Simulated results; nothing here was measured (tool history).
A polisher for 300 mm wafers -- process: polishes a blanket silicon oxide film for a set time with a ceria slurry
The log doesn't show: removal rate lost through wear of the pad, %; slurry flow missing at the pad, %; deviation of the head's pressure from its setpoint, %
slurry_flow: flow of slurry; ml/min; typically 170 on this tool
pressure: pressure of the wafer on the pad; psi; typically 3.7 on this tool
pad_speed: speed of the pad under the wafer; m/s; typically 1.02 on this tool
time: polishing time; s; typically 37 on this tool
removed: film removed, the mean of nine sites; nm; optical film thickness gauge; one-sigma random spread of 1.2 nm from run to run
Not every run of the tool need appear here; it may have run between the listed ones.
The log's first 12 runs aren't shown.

| run | hour | slurry_flow | pressure | pad_speed | time | wafers since the last listed run | wafers polished on this pad | hours since the slurry nozzle was cleaned | hours since the head pressure was calibrated | incoming thickness of the incoming film, nm | removed |
|---|---|---|---|---|---|---|---|---|---|---|---|
| 13 | 644.5 | 170 | 3.7 | 1.02 | 37 | 301 | 4057 | 101.5 | 40.4 | 933.2 | 171.4 |
|  | 663.1 | worn pad replaced by a new one |
| 14 | 673.0 | 170 | 4.0 | 1.02 | 37 | 197 | 79 | 130.0 | 68.9 | 944.4 | 180.2 |
| 15 | 697.7 | 170 | 4.0 | 1.02 | 37 | 198 | 278 | 154.7 | 93.6 | 949.4 | 180.3 |
| 16 | 730.4 | 170 | 2.9 | 1.02 | 37 | 263 | 541 | 187.4 | 126.3 | 952.2 | 142.5 |
| 17 | 788.3 | 170 | 3.7 | 1.02 | 37 | 465 | 1007 | 245.3 | 184.2 | 951.5 | 170.1 |
| 18 | 835.2 | 130 | 4.1 | 1.02 | 37 | 377 | 1384 | 292.2 | 231.1 | 941.7 | 174.4 |
| 19 | 885.2 | 150 | 3.7 | 1.02 | 37 | 402 | 1786 | 342.2 | 281.1 | 935.3 | 164.7 |
| 20 | 986.6 | 225 | 3.3 | 1.02 | 37 | 815 | 2602 | 443.6 | 382.5 | 937.2 | 159.7 |
| 21 | 1034.5 | 170 | 3.7 | 1.02 | 37 | 385 | 2987 | 491.5 | 430.4 | 934.8 | 163.2 |
| 22 | 1082.8 | 145 | 3.7 | 1.02 | 37 | 388 | 3376 | 539.8 | 478.7 | 945.0 | 161.2 |
| 23 | 1115.9 | 170 | 4.6 | 1.02 | 26 | 266 | 3642 | 572.9 | 511.8 | 942.9 | 136.7 |
|  | 1127.1 | worn pad replaced by a new one, of another model than before |
| 24 | 1156.9 | 170 | 2.5 | 0.78 | 37 | 297 | 239 | 613.9 | 552.8 | 954.0 | 122.5 |

Expected results for the next run?
| 25 | 1206.6 | 170 | 3.7 | 1.02 | 46 | 399 | 639 | 663.6 | 602.5 | 946.8 | ? |

{"run 25": {"removed": 205.4}}
Minus the tool's unlogged condition, the same run would have read removed 212.0 nm.
